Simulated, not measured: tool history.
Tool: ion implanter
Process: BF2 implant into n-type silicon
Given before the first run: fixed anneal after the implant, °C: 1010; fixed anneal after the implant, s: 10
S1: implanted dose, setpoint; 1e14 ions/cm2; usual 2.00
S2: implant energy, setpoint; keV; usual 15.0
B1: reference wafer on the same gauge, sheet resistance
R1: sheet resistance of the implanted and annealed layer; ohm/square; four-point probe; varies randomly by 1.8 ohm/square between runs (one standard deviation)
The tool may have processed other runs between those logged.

run,hour,S1,S2,B1,R1
1,0.0,2.00,15.0,570.91,587.37
2,25.6,2.00,15.0,571.27,585.08
3,45.4,2.46,16.5,571.82,487.01
4,70.5,2.46,16.5,571.88,485.23
5,146.8,2.35,15.0,572.74,513.80
6,160.4,2.35,15.0,572.80,513.38
7,183.1,2.35,15.0,573.21,514.07
8,216.2,2.00,15.0,573.32,588.44
9,250.2,2.00,15.0,573.74,589.55
10,270.5,2.00,15.0,573.84,589.68
11,302.1,2.00,15.0,573.88,589.62
12,321.2,2.00,15.0,574.42,589.56
# hour 343.5: Faraday cup replaced and dose calibrated
13,344.0,2.00,15.0,574.74,587.88
# hour 354.8: gauge calibrated
14,357.5,1.55,13.5,567.26,737.33
# hour 379.8: extraction supply calibrated
15,380.3,2.34,12.0,567.50,526.29
16,403.0,2.00,15.0,567.39,583.26
17,437.8,2.21,15.0,568.14,535.13
18,466.7,2.00,15.0,568.05,582.03
19,487.3,1.51,13.5,568.49,759.33
20,504.9,1.62,20.0,568.89,679.21
21,525.3,2.35,15.0,569.13,507.25
22,555.1,1.56,15.0,569.14,722.62
23,588.5,2.00,15.0,569.82,580.54
24,621.3,2.00,15.0,569.37,584.55
25,656.0,2.30,13.0,570.46,531.93
26,676.9,2.25,15.0,570.37,531.61

For each run, what was the tool's unlogged condition?
deviation of the true dose from the Faraday cup's reading, %: 0 at every run
deviation of the true energy from its setpoint, %: 0 at every run
H1: gauge reads high (%)
run,H1
1,0.713
2,0.759
3,0.795
4,0.84
5,0.978
6,1
7,1.04
8,1.1
9,1.16
10,1.2
11,1.26
12,1.29
13,1.33
14,0.0226
15,0.0636
16,0.105
17,0.167
18,0.219
19,0.256
20,0.288
21,0.325
22,0.378
23,0.439
24,0.498
25,0.56
26,0.598

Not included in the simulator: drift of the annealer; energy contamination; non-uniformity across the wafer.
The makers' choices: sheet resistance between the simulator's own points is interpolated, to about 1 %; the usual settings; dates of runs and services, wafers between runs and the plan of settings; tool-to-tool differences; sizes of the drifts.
